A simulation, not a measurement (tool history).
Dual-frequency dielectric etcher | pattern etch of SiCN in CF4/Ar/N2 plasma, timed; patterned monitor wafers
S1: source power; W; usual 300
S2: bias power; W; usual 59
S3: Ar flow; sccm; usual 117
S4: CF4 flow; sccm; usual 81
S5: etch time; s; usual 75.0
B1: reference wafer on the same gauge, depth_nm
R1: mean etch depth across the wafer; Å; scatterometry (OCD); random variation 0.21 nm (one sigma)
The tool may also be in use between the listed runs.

Run 1, day 0.000: usual settings; B1 31.52. Result: R1 391.2 Å.
Run 2, day 0.625: usual settings; B1 31.55. Result: R1 387.0 Å.
Run 3, day 1.417: usual settings but S3 135 sccm; B1 31.44. Result: R1 374.4 Å.
Run 4, day 2.467: usual settings; B1 31.53. Result: R1 388.9 Å.
Run 5, day 3.471: usual settings; B1 31.48. Result: R1 388.6 Å.
At day 4.504: Ar flow controller replaced.
At day 4.779: bias power generator calibrated.
Run 6, day 4.812: usual settings; B1 31.48. Result: R1 389.5 Å.
Run 7, day 6.079: usual settings; B1 31.52. Result: R1 393.8 Å.
At day 6.654: CF4 flow controller replaced.
Run 8, day 7.008: usual settings but S1 270 W, S4 95 sccm; B1 31.56. Result: R1 373.4 Å.
Run 9, day 7.625: usual settings but S4 92 sccm; B1 31.46. Result: R1 404.0 Å.
At day 7.696: gauge calibrated.
At day 9.208: wet clean of the chamber.
At day 9.662: source power generator calibrated.
At day 9.975: upper electrode replaced.
Run 10, day 9.996: usual settings but S1 280 W, S5 53.0 s; B1 31.51. Result: R1 236.9 Å.
Run 11, day 10.012: usual settings but S1 260 W, S2 45 W, S5 81.0 s; B1 31.46. Result: R1 310.3 Å.
At day 11.338: wet clean of the chamber, repeated, since the last time left the tool worse.
Run 12, day 11.358: usual settings but S1 270 W, S4 95 sccm; B1 31.45. Result: R1 359.0 Å.
Run 13, day 12.442: usual settings but S1 270 W, S2 52 W; B1 31.49. Result: R1 329.6 Å.
Run 14, day 13.925: usual settings but S3 137 sccm, S4 74 sccm; B1 31.46. Result: R1 360.9 Å.
Run 15, day 14.517: usual settings but S1 270 W, S4 95 sccm; B1 31.42. Result: R1 361.1 Å.

4 ways to go on from here, each from the tool as it stands after run 15. What would each give?
Run A, day 14.533: usual settings but S5 93.5 s; B1 ?. Result: R1 ?.
Run B, day 14.533: usual settings but S3 107 sccm, S4 91 sccm; B1 ?. Result: R1 ?.
Run C, day 14.533: usual settings but S1 320 W, S2 68 W, S3 97 sccm; B1 ?. Result: R1 ?.
Run D, day 14.533: usual settings but S2 68 W, S3 106 sccm; B1 ?. Result: R1 ?.

run     B1     R1
  A  31.53  469.9
  B  31.53  394.9
  C  31.53  438.0
  D  31.53  406.7
Without the tool's hidden state the same runs would have given:
run     R1
  A  471.5
  B  396.3
  C  439.6
  D  408.2

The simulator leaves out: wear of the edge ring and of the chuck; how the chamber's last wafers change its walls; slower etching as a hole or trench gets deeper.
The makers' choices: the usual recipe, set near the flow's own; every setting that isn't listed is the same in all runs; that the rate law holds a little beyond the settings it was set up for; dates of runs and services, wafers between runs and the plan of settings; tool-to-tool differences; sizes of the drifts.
